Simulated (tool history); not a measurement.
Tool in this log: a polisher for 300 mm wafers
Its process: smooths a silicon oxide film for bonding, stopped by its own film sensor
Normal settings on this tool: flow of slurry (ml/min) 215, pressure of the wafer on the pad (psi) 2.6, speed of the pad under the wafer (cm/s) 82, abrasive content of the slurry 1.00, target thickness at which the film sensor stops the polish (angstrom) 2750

run     day  flow of slurry (ml/min)  pressure of the wafer on the pad (psi)  speed of the pad under the wafer (cm/s)  abrasive content of the slurry  target thickness at which the film sensor stops the polish (angstrom)  incoming thickness of the incoming film, nm  time until the film sensor stopped the polish (s)
  1   0.000                      215                                     2.6                                       82                            0.85                                                                   2750                                        344.0                                               91.6
  2   0.896                      215                                     2.6                                       82                            1.00                                                                   2750                                        349.8                                               92.9
  3   1.533                      215                                     2.6                                      104                            1.00                                                                   2750                                        352.9                                               79.2
      2.017  -- worn pad replaced by a new one
  4   2.533                      215                                     2.3                                       82                            1.00                                                                   2910                                        352.4                                               86.5
  5   3.717                      215                                     2.3                                       82                            1.00                                                                   2910                                        345.2                                               76.9
  6   4.371                      215                                     2.6                                       82                            1.00                                                                   2810                                        354.8                                               92.1
  7   4.975                      215                                     2.6                                       82                            1.00                                                                   2810                                        346.8                                               82.6
  8   6.138                      215                                     2.6                                       68                            1.00                                                                   2540                                        350.1                                              139.3
  9   6.796                      215                                     2.6                                       82                            1.00                                                                   2750                                        348.2                                               92.6
      7.196  -- head pressure recalibrated
 10   7.746                      215                                     2.6                                       82                            1.00                                                                   2830                                        355.5                                               93.9
 11   8.812                      215                                     2.6                                       64                            1.00                                                                   2960                                        349.6                                               86.3
      9.896  -- worn pad replaced by a new one
 12   9.917                      215                                     2.6                                       62                            1.00                                                                   2750                                        346.5                                              119.2
     10.512  -- slurry nozzle cleaned
 13  11.229                      215                                     2.6                                       82                            1.00                                                                   2750                                        351.8                                               94.1
     12.162  -- slurry blender recalibrated
 14  12.533                      215                                     3.1                                       56                            1.00                                                                   2750                                        345.9                                               98.0
 15  13.554                      175                                     1.8                                       82                            1.00                                                                   2750                                        342.4                                              119.5
 16  14.946                      215                                     2.6                                       82                            1.00                                                                   2750                                        344.0                                               83.9
 17  16.158                      215                                     2.6                                       82                            1.00                                                                   2750                                        353.8                                               97.5
 18  16.904                      215                                     3.2                                       54                            1.00                                                                   2750                                        347.4                                              101.6
     17.883  -- worn pad replaced by a new one
 19  18.133                      215                                     2.6                                       82                            1.00                                                                   2640                                        348.4                                              103.3
 20  18.742                      215                                     3.2                                       54                            1.00                                                                   2750                                        347.0                                              101.0
 21  20.171                      215                                     3.0                                       82                            0.75                                                                   2820                                        349.7                                               86.1
 22  21.229                      215                                     3.3                                       82                            0.90                                                                   2750                                        348.0                                               78.2
     23.458  -- slurry nozzle cleaned
     23.946  -- slurry blender recalibrated
 23  24.712                      165                                     1.7                                       82                            1.00                                                                   2670                                        349.1                                              157.7
 24  25.333                      185                                     2.9                                       68                            1.00                                                                   2970                                        356.2                                               78.4
 25  26.092                      215                                     2.6                                       82                            1.00                                                                   2750                                        344.7                                               87.4
 26  27.492                      215                                     2.6                                       82                            1.00                                                                   2530                                        346.9                                              115.8
     28.208  -- worn pad replaced by a new one
 27  28.379                      215                                     2.6                                       82                            1.00                                                                   2750                                        352.7                                               94.2
 28  29.338                      240                                     2.6                                       82                            1.00                                                                   2510                                        353.4                                              123.0
 29  33.688                      175                                     3.4                                       68                            1.25                                                                   2750                                        346.2                                               76.1

Forecast each of these 5 alternatives for the next run:
  A  33.704                      215                                     2.6                                       82                            1.00                                                                   2750                                        357.4                                                  ?
  B  33.704                      270                                     2.6                                       72                            1.00                                                                   2750                                        357.4                                                  ?
  C  33.704                      190                                     2.6                                       96                            1.00                                                                   2750                                        357.4                                                  ?
  D  33.704                      215                                     2.6                                       82                            1.00                                                                   2900                                        357.4                                                  ?
  E  33.704                      195                                     2.0                                       82                            1.00                                                                   2750                                        357.4                                                  ?

run  time until the film sensor stopped the polish (s)
  A                                              104.3
  B                                              111.5
  C                                               94.2
  D                                               85.3
  E                                              136.6
Take away the tool's hidden state, keep each run's random variation, and the runs would have read:
run  time until the film sensor stopped the polish (s)
  A                                               99.5
  B                                              107.5
  C                                               89.3
  D                                               81.4
  E                                              129.7
